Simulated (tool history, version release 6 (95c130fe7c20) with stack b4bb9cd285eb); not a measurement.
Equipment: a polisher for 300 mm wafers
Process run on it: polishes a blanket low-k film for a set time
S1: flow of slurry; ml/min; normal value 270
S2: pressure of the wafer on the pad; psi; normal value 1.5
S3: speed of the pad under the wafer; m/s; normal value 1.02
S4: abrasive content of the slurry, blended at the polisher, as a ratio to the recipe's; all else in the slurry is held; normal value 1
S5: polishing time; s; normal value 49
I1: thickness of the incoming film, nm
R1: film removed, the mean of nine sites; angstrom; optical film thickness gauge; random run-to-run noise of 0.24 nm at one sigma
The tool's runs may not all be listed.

| run | hour | S1 | S2 | S3 | S4 | S5 | I1 | R1 |
|---|---|---|---|---|---|---|---|---|
| 1 | 0 | 270 | 1.5 | 1.12 | 1.2 | 49 | 410.9 | 199 |
| 2 | 41 | 270 | 1.5 | 1.02 | 0.9 | 49 | 404.7 | 154 |
|  | 90.9 | head pressure recalibrated |
| 3 | 142.2 | 270 | 1.5 | 1.02 | 1 | 49 | 409 | 164 |
| 4 | 196.2 | 270 | 1.5 | 1.02 | 1 | 49 | 410.9 | 158 |
|  | 219.2 | slurry blender recalibrated |
| 5 | 291 | 270 | 1.5 | 1.02 | 1 | 49 | 418.6 | 163 |
|  | 345.5 | slurry nozzle cleaned |
|  | 348.3 | conditioning disc replaced and pad reconditioned |
| 6 | 348.8 | 315 | 1.5 | 1.02 | 1 | 32 | 412.5 | 114 |
|  | 431.1 | worn pad replaced by a new one |
| 7 | 432.9 | 270 | 1.3 | 1.16 | 0.85 | 34 | 409.8 | 102 |
| 8 | 524.6 | 185 | 1.5 | 1.02 | 1 | 49 | 403.1 | 157 |
| 9 | 621.7 | 270 | 1.5 | 1.02 | 1 | 49 | 409.6 | 163 |
| 10 | 701.6 | 270 | 1.5 | 1.02 | 1 | 49 | 406.8 | 163 |
|  | 742.2 | slurry blender recalibrated |
| 11 | 784.2 | 270 | 1.5 | 1.02 | 1 | 49 | 406.9 | 159 |
| 12 | 857.2 | 270 | 1.8 | 1.02 | 1 | 39 | 408.5 | 152 |
| 13 | 957.2 | 270 | 1.5 | 1.02 | 1 | 49 | 407.5 | 153 |
|  | 971.9 | slurry nozzle cleaned |
|  | 993.3 | head pressure recalibrated |
| 14 | 999.1 | 345 | 1.8 | 1.02 | 1 | 44 | 409.5 | 167 |
|  | 1006.8 | conditioning disc replaced and pad reconditioned |
| 15 | 1072.9 | 330 | 1.5 | 1.12 | 1 | 49 | 415.4 | 189 |
|  | 1122.6 | worn pad replaced by a new one, of another model than before |
| 16 | 1160.5 | 270 | 1.1 | 1.02 | 1 | 49 | 412.8 | 144 |
| 17 | 1341.4 | 230 | 1.5 | 1.02 | 1 | 49 | 404.3 | 158 |
| 18 | 1415 | 270 | 1.5 | 1.02 | 1.2 | 40 | 409.5 | 147 |
|  | 1418.6 | slurry blender recalibrated |
| 19 | 1485.9 | 245 | 1.5 | 1.02 | 1 | 49 | 415 | 155 |
|  | 1552.2 | slurry nozzle cleaned |
| 20 | 1555.5 | 270 | 1.5 | 0.86 | 1 | 49 | 410.9 | 142 |
| 21 | 1655.3 | 270 | 1.5 | 1.02 | 1 | 49 | 408.8 | 158 |
|  | 1691.3 | worn pad replaced by a new one |
|  | 1696.5 | head pressure recalibrated |
|  | 1697.4 | conditioning disc replaced and pad reconditioned |
| 22 | 1747.4 | 270 | 1.9 | 1.02 | 1 | 49 | 406.6 | 194 |
| 23 | 1823 | 330 | 1.5 | 1.26 | 1 | 49 | 406.3 | 193 |
| 24 | 1865.8 | 270 | 1.5 | 1.02 | 1 | 33 | 414 | 113 |
| 25 | 1972.9 | 190 | 1.5 | 1.32 | 1.2 | 49 | 418.5 | 193 |
|  | 2026 | slurry blender recalibrated |
| 26 | 2038.6 | 270 | 1.5 | 1.02 | 1 | 49 | 406.4 | 164 |

What if the next run were any one of these 3? Each begins from the tool's condition after run 26:
| A | 2039 | 270 | 1.5 | 1.02 | 0.8 | 49 | 413 | ? |
| B | 2039 | 270 | 1.4 | 0.76 | 1 | 49 | 413 | ? |
| C | 2039 | 355 | 1.2 | 1.3 | 1 | 37 | 413 | ? |

| run | R1 |
|---|---|
| A | 138 |
| B | 130 |
| C | 129 |
Without the tool's hidden state the same runs would have given:
| run | R1 |
|---|---|
| A | 143 |
| B | 133 |
| C | 133 |
